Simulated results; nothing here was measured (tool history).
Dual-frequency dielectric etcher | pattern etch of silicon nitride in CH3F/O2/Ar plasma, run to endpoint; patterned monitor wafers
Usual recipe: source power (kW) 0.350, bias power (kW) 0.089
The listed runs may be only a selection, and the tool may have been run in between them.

| run | hour | source power (kW) | bias power (kW) | wafers since the last listed run | hours since the last wet clean | hours since the last source power generator calibration | hours since the last bias power generator calibration | hours since the last upper electrode change | incoming incoming film thickness, nm | endpoint time (s) |
|---|---|---|---|---|---|---|---|---|---|---|
| 1 | 0.0 | 0.350 | 0.089 | 0 | 481.5 | 3615.5 | 1503.2 | 4499.2 | 18.55 | 23.4 |
| 2 | 16.5 | 0.350 | 0.089 | 187 | 498.0 | 3632.0 | 1519.7 | 4515.7 | 18.56 | 23.5 |
| 3 | 24.9 | 0.350 | 0.089 | 95 | 506.4 | 3640.4 | 1528.1 | 4524.1 | 18.58 | 23.4 |
| 4 | 41.2 | 0.350 | 0.089 | 185 | 522.7 | 3656.7 | 1544.4 | 4540.4 | 18.55 | 23.4 |
| 5 | 58.7 | 0.350 | 0.089 | 199 | 540.2 | 3674.2 | 1561.9 | 4557.9 | 18.53 | 23.7 |
| 6 | 64.9 | 0.350 | 0.089 | 70 | 546.4 | 3680.4 | 1568.1 | 4564.1 | 18.61 | 23.6 |
| 7 | 81.9 | 0.350 | 0.089 | 193 | 563.4 | 3697.4 | 1585.1 | 4581.1 | 18.74 | 23.4 |
| 8 | 89.2 | 0.350 | 0.089 | 83 | 570.7 | 3704.7 | 1592.4 | 4588.4 | 18.48 | 23.0 |
|  | 117.8 | wet clean of the chamber |
| 9 | 118.3 | 0.290 | 0.106 | 58 | 0.5 | 3733.8 | 1621.5 | 4617.5 | 18.43 | 25.5 |
| 10 | 118.6 | 0.290 | 0.106 | 3 | 0.8 | 3734.1 | 1621.8 | 4617.8 | 18.57 | 25.5 |
| 11 | 129.6 | 0.290 | 0.106 | 125 | 11.8 | 3745.1 | 1632.8 | 4628.8 | 18.66 | 25.5 |
| 12 | 145.3 | 0.350 | 0.089 | 178 | 27.5 | 3760.8 | 1648.5 | 4644.5 | 18.42 | 25.7 |
|  | 151.5 | bias power generator calibrated |
|  | 171.3 | wet clean of the chamber, repeated, since the last time left the tool worse |
| 13 | 171.8 | 0.280 | 0.080 | 30 | 0.5 | 3787.3 | 20.3 | 4671.0 | 18.53 | 27.9 |
| 14 | 172.1 | 0.350 | 0.089 | 3 | 0.8 | 3787.6 | 20.6 | 4671.3 | 18.75 | 24.4 |
| 15 | 174.7 | 0.410 | 0.078 | 29 | 3.4 | 3790.2 | 23.2 | 4673.9 | 18.44 | 24.4 |
|  | 194.0 | source power generator calibrated |
|  | 198.9 | upper electrode replaced |
| 16 | 199.4 | 0.430 | 0.105 | 178 | 28.1 | 5.4 | 47.9 | 0.5 | 18.70 | 20.6 |
| 17 | 199.8 | 0.350 | 0.089 | 4 | 28.5 | 5.8 | 48.3 | 0.9 | 18.69 | 24.3 |
| 18 | 213.7 | 0.350 | 0.089 | 158 | 42.4 | 19.7 | 62.2 | 14.8 | 18.81 | 24.6 |
| 19 | 262.9 | 0.350 | 0.089 | 559 | 91.6 | 68.9 | 111.4 | 64.0 | 18.59 | 24.1 |
| 20 | 275.8 | 0.350 | 0.089 | 146 | 104.5 | 81.8 | 124.3 | 76.9 | 18.48 | 24.0 |
| 21 | 285.8 | 0.350 | 0.081 | 113 | 114.5 | 91.8 | 134.3 | 86.9 | 18.79 | 25.5 |
| 22 | 299.9 | 0.410 | 0.096 | 160 | 128.6 | 105.9 | 148.4 | 101.0 | 18.52 | 21.8 |
| 23 | 312.9 | 0.350 | 0.105 | 147 | 141.6 | 118.9 | 161.4 | 114.0 | 18.74 | 22.0 |
| 24 | 326.6 | 0.380 | 0.099 | 155 | 155.3 | 132.6 | 175.1 | 127.7 | 18.72 | 22.0 |
| 25 | 340.3 | 0.280 | 0.068 | 155 | 169.0 | 146.3 | 188.8 | 141.4 | 18.42 | 29.8 |

Had the tool no unlogged condition, and each run kept its random variation, what would the results have been?
Hidden conditions of the tool in this case: etch rate over this chamber's usual, %; source power that arrives over what is set, %; bias power that arrives over what is set, %.
| run | endpoint time (s) |
|---|---|
| 1 | 24.2 |
| 2 | 24.2 |
| 3 | 24.2 |
| 4 | 24.2 |
| 5 | 24.5 |
| 6 | 24.5 |
| 7 | 24.2 |
| 8 | 23.9 |
| 9 | 23.7 |
| 10 | 23.7 |
| 11 | 23.8 |
| 12 | 24.0 |
| 13 | 27.9 |
| 14 | 24.4 |
| 15 | 24.4 |
| 16 | 20.7 |
| 17 | 24.4 |
| 18 | 24.7 |
| 19 | 24.3 |
| 20 | 24.2 |
| 21 | 25.8 |
| 22 | 22.0 |
| 23 | 22.3 |
| 24 | 22.3 |
| 25 | 30.2 |

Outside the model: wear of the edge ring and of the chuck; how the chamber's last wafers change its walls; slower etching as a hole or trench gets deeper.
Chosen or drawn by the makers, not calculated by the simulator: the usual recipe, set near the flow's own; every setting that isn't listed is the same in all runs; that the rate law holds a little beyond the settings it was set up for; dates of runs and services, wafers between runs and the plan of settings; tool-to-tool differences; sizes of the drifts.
